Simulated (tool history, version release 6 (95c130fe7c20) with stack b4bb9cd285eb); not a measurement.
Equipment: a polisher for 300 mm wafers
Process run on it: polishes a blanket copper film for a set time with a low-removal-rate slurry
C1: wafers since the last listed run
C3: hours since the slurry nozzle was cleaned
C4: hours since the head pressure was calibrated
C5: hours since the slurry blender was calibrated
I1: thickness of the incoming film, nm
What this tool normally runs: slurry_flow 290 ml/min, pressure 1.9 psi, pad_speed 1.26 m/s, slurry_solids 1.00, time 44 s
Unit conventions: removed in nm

run 1 hour=0.0 | slurry_flow=290 pressure=1.9 pad_speed=1.26 slurry_solids=1.00 time=44 | C1=0 wafers_polished_on_this_pad=1564 C3=530.7 C4=458.1 C5=120.1 | I1=824.0 | removed=121.1
run 2 hour=33.9 | slurry_flow=290 pressure=1.9 pad_speed=1.26 slurry_solids=1.00 time=44 | C1=330 wafers_polished_on_this_pad=1895 C3=564.6 C4=492.0 C5=154.0 | I1=838.8 | removed=123.1
-- hour=62.6 worn pad replaced by a new one
run 3 hour=93.6 | slurry_flow=290 pressure=1.9 pad_speed=1.26 slurry_solids=1.00 time=44 | C1=543 wafers_polished_on_this_pad=302 C3=624.3 C4=551.7 C5=213.7 | I1=832.9 | removed=122.4
-- hour=95.6 slurry nozzle cleaned
-- hour=148.1 slurry blender recalibrated
run 4 hour=156.7 | slurry_flow=290 pressure=1.9 pad_speed=1.50 slurry_solids=1.00 time=44 | C1=586 wafers_polished_on_this_pad=889 C3=61.1 C4=614.8 C5=8.6 | I1=831.8 | removed=140.7
run 5 hour=215.3 | slurry_flow=290 pressure=1.9 pad_speed=1.50 slurry_solids=1.00 time=44 | C1=572 wafers_polished_on_this_pad=1461 C3=119.7 C4=673.4 C5=67.2 | I1=825.1 | removed=139.3
run 6 hour=268.6 | slurry_flow=290 pressure=1.9 pad_speed=1.26 slurry_solids=1.00 time=44 | C1=520 wafers_polished_on_this_pad=1981 C3=173.0 C4=726.7 C5=120.5 | I1=839.1 | removed=121.5
-- hour=314.1 worn pad replaced by a new one
run 7 hour=314.8 | slurry_flow=290 pressure=1.9 pad_speed=1.26 slurry_solids=1.00 time=44 | C1=411 wafers_polished_on_this_pad=6 C3=219.2 C4=772.9 C5=166.7 | I1=840.7 | removed=123.2
run 8 hour=361.3 | slurry_flow=290 pressure=1.9 pad_speed=1.08 slurry_solids=1.00 time=44 | C1=453 wafers_polished_on_this_pad=460 C3=265.7 C4=819.4 C5=213.2 | I1=819.9 | removed=110.2
-- hour=390.8 slurry blender recalibrated
run 9 hour=394.8 | slurry_flow=290 pressure=1.9 pad_speed=1.08 slurry_solids=1.00 time=44 | C1=307 wafers_polished_on_this_pad=768 C3=299.2 C4=852.9 C5=4.0 | I1=839.6 | removed=109.3
run 10 hour=465.4 | slurry_flow=290 pressure=1.9 pad_speed=1.08 slurry_solids=1.00 time=44 | C1=689 wafers_polished_on_this_pad=1457 C3=369.8 C4=923.5 C5=74.6 | I1=817.5 | removed=108.3
-- hour=519.0 worn pad replaced by a new one
run 11 hour=524.3 | slurry_flow=360 pressure=1.9 pad_speed=1.46 slurry_solids=0.75 time=44 | C1=535 wafers_polished_on_this_pad=51 C3=428.7 C4=982.4 C5=133.5 | I1=833.9 | removed=127.3
run 12 hour=575.6 | slurry_flow=290 pressure=1.9 pad_speed=1.26 slurry_solids=1.00 time=44 | C1=500 wafers_polished_on_this_pad=552 C3=480.0 C4=1033.7 C5=184.8 | I1=828.8 | removed=123.5
-- hour=626.7 slurry blender recalibrated
run 13 hour=634.9 | slurry_flow=290 pressure=1.9 pad_speed=1.26 slurry_solids=1.00 time=44 | C1=559 wafers_polished_on_this_pad=1112 C3=539.3 C4=1093.0 C5=8.2 | I1=824.9 | removed=122.8
run 14 hour=681.1 | slurry_flow=290 pressure=1.9 pad_speed=1.08 slurry_solids=1.00 time=44 | C1=450 wafers_polished_on_this_pad=1563 C3=585.5 C4=1139.2 C5=54.4 | I1=830.4 | removed=111.8
-- hour=706.6 slurry nozzle cleaned
-- hour=719.4 worn pad replaced by a new one
run 15 hour=722.4 | slurry_flow=290 pressure=1.9 pad_speed=1.56 slurry_solids=0.75 time=44 | C1=354 wafers_polished_on_this_pad=29 C3=15.8 C4=1180.5 C5=95.7 | I1=825.4 | removed=131.8
run 16 hour=783.6 | slurry_flow=245 pressure=1.9 pad_speed=1.26 slurry_solids=1.00 time=30 | C1=597 wafers_polished_on_this_pad=626 C3=77.0 C4=1241.7 C5=156.9 | I1=820.8 | removed=83.9
-- hour=797.1 head pressure recalibrated
run 17 hour=838.8 | slurry_flow=335 pressure=1.9 pad_speed=1.48 slurry_solids=1.00 time=44 | C1=519 wafers_polished_on_this_pad=1145 C3=132.2 C4=41.7 C5=212.1 | I1=819.3 | removed=141.0
-- hour=864.1 slurry blender recalibrated
run 18 hour=904.6 | slurry_flow=290 pressure=1.9 pad_speed=1.26 slurry_solids=1.20 time=44 | C1=622 wafers_polished_on_this_pad=1768 C3=198.0 C4=107.5 C5=40.5 | I1=825.2 | removed=129.2
-- hour=984.4 worn pad replaced by a new one
-- hour=1088.8 slurry blender recalibrated
run 19 hour=1115.5 | slurry_flow=220 pressure=1.9 pad_speed=1.50 slurry_solids=0.90 time=44 | C1=2000 wafers_polished_on_this_pad=1260 C3=408.9 C4=318.4 C5=26.7 | I1=824.8 | removed=134.4
run 20 hour=1178.2 | slurry_flow=200 pressure=1.9 pad_speed=1.04 slurry_solids=1.00 time=31 | C1=612 wafers_polished_on_this_pad=1872 C3=471.6 C4=381.1 C5=89.4 | I1=816.7 | removed=74.5

Consider 4 possible next runs. They are alternatives, not a sequence: every one starts from the tool as it was left by run 20. What does each give?
run A hour=1178.6 | slurry_flow=235 pressure=1.9 pad_speed=1.26 slurry_solids=1.00 time=44 | C1=3 wafers_polished_on_this_pad=1876 C3=472.0 C4=381.5 C5=89.8 | I1=826.7 | removed=?
run B hour=1178.6 | slurry_flow=290 pressure=2.5 pad_speed=1.48 slurry_solids=1.10 time=44 | C1=3 wafers_polished_on_this_pad=1876 C3=472.0 C4=381.5 C5=89.8 | I1=826.7 | removed=?
run C hour=1178.6 | slurry_flow=290 pressure=2.1 pad_speed=1.26 slurry_solids=1.00 time=35 | C1=3 wafers_polished_on_this_pad=1876 C3=472.0 C4=381.5 C5=89.8 | I1=826.7 | removed=?
run D hour=1178.6 | slurry_flow=290 pressure=2.1 pad_speed=1.26 slurry_solids=1.20 time=44 | C1=3 wafers_polished_on_this_pad=1876 C3=472.0 C4=381.5 C5=89.8 | I1=826.7 | removed=?

run=A removed=118.9
run=B removed=184.0
run=C removed=106.1
run=D removed=140.4
The same runs, with their run-to-run variation unchanged, on a tool lacking any hidden condition would have given:
run=A removed=118.9
run=B removed=184.0
run=C removed=106.1
run=D removed=140.4
